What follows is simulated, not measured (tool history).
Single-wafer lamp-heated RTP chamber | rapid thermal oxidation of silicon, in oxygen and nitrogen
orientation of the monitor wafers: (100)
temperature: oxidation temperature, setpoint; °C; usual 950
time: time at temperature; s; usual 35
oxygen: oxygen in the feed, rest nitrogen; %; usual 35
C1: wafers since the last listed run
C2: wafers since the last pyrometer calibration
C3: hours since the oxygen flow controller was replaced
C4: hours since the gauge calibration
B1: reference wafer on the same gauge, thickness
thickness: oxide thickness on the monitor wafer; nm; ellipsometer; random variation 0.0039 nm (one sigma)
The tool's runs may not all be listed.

{"run": 1, "hour": 0.0, "temperature": 950, "time": 35, "oxygen": 35, "C1": 0, "C2": 847, "C3": 5952.5, "C4": 597.9, "B1": 2.449, "thickness": 2.594}
{"run": 2, "hour": 57.1, "temperature": 950, "time": 35, "oxygen": 35, "C1": 527, "C2": 1375, "C3": 6009.6, "C4": 655.0, "B1": 2.45, "thickness": 2.608}
{"run": 3, "hour": 81.8, "temperature": 950, "time": 35, "oxygen": 35, "C1": 228, "C2": 1603, "C3": 6034.3, "C4": 679.7, "B1": 2.45, "thickness": 2.599}
{"hour": 84.7, "done": "gauge calibrated"}
{"run": 4, "hour": 116.6, "temperature": 931, "time": 35, "oxygen": 35, "C1": 321, "C2": 1925, "C3": 6069.1, "C4": 31.9, "B1": 2.451, "thickness": 2.44}
{"run": 5, "hour": 141.1, "temperature": 931, "time": 35, "oxygen": 35, "C1": 226, "C2": 2151, "C3": 6093.6, "C4": 56.4, "B1": 2.45, "thickness": 2.44}
{"run": 6, "hour": 259.7, "temperature": 950, "time": 35, "oxygen": 35, "C1": 1095, "C2": 3247, "C3": 6212.2, "C4": 175.0, "B1": 2.45, "thickness": 2.611}
{"run": 7, "hour": 316.2, "temperature": 950, "time": 35, "oxygen": 35, "C1": 522, "C2": 3769, "C3": 6268.7, "C4": 231.5, "B1": 2.449, "thickness": 2.613}
{"run": 8, "hour": 351.2, "temperature": 950, "time": 35, "oxygen": 35, "C1": 323, "C2": 4093, "C3": 6303.7, "C4": 266.5, "B1": 2.449, "thickness": 2.618}
{"run": 9, "hour": 394.0, "temperature": 950, "time": 35, "oxygen": 24, "C1": 395, "C2": 4488, "C3": 6346.5, "C4": 309.3, "B1": 2.45, "thickness": 2.476}
{"run": 10, "hour": 444.7, "temperature": 950, "time": 35, "oxygen": 24, "C1": 468, "C2": 4957, "C3": 6397.2, "C4": 360.0, "B1": 2.449, "thickness": 2.481}
{"run": 11, "hour": 498.3, "temperature": 950, "time": 35, "oxygen": 35, "C1": 495, "C2": 5452, "C3": 6450.8, "C4": 413.6, "B1": 2.45, "thickness": 2.625}
{"run": 12, "hour": 528.2, "temperature": 950, "time": 35, "oxygen": 35, "C1": 276, "C2": 5728, "C3": 6480.7, "C4": 443.5, "B1": 2.45, "thickness": 2.617}
{"hour": 556.9, "done": "oxygen flow controller replaced"}
{"run": 13, "hour": 578.8, "temperature": 977, "time": 52, "oxygen": 17, "C1": 393, "C2": 6122, "C3": 21.9, "C4": 494.1, "B1": 2.45, "thickness": 2.87}
{"run": 14, "hour": 612.9, "temperature": 950, "time": 35, "oxygen": 35, "C1": 315, "C2": 6437, "C3": 56.0, "C4": 528.2, "B1": 2.451, "thickness": 2.627}
{"run": 15, "hour": 679.2, "temperature": 962, "time": 20, "oxygen": 35, "C1": 612, "C2": 7050, "C3": 122.3, "C4": 594.5, "B1": 2.45, "thickness": 2.412}

Run 16 comes next. What will it give?
{"run": 16, "hour": 731.1, "temperature": 962, "time": 35, "oxygen": 49, "C1": 479, "C2": 7529, "C3": 174.2, "C4": 646.4, "B1": "?", "thickness": "?"}

Run 16 gave B1 2.450, thickness 2.974 nm.
Without the tool's hidden state the same run would have given thickness 2.914 nm.

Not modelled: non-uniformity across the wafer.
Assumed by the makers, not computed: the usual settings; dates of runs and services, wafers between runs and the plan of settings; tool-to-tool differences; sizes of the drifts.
